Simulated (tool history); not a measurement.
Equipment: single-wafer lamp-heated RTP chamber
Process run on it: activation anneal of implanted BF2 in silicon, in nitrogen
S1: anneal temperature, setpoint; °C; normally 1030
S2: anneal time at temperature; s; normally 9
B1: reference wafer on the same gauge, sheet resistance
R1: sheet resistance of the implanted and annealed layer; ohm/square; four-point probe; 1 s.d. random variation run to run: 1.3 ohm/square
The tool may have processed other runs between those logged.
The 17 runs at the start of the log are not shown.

run	hour	S1	S2	B1	R1
18	441.4	1022	7	269.79	251.76
19	472.6	1017	11	269.96	230.94
# hour 488.8: pyrometer window cleaned and pyrometer calibrated
20	497.6	1013	5	269.80	301.80
21	526.4	1016	5	270.13	295.24
# hour 528.8: gauge calibrated
22	556.0	1030	9	269.66	215.80
# hour 579.7: reflector plate cleaned
23	590.7	1014	9	269.96	265.67
24	622.1	1005	5	269.99	329.03
25	638.1	1009	13	269.76	245.83
26	655.4	1015	12	269.08	237.06
27	671.8	1005	11	269.76	270.07
28	691.8	1030	12	270.17	198.48
29	720.2	1021	11	269.91	222.89
# hour 748.4: pyrometer window cleaned and pyrometer calibrated
30	748.9	1045	10	269.80	181.07
31	770.7	1030	9	269.92	217.00
32	798.7	1016	4	270.56	310.05
33	833.1	1030	9	270.06	215.29
34	859.1	1030	9	270.01	213.47
# hour 868.5: reflector plate cleaned
35	886.1	1045	13	269.76	172.51
36	910.0	1030	13	270.06	198.35
37	944.4	1042	9	269.98	190.70
38	975.4	1013	5	268.98	301.29

3 ways to go on from here, each from the tool as it stands after run 38. What would each give?
A	975.8	1030	9	?	?
B	975.8	1030	14	?	?
C	975.8	1051	13	?	?

run	B1	R1
A	269.77	212.34
B	269.77	186.86
C	269.77	159.19
Had the tool no hidden state, the same runs would have come out as:
run	R1
A	226.01
B	197.94
C	165.76
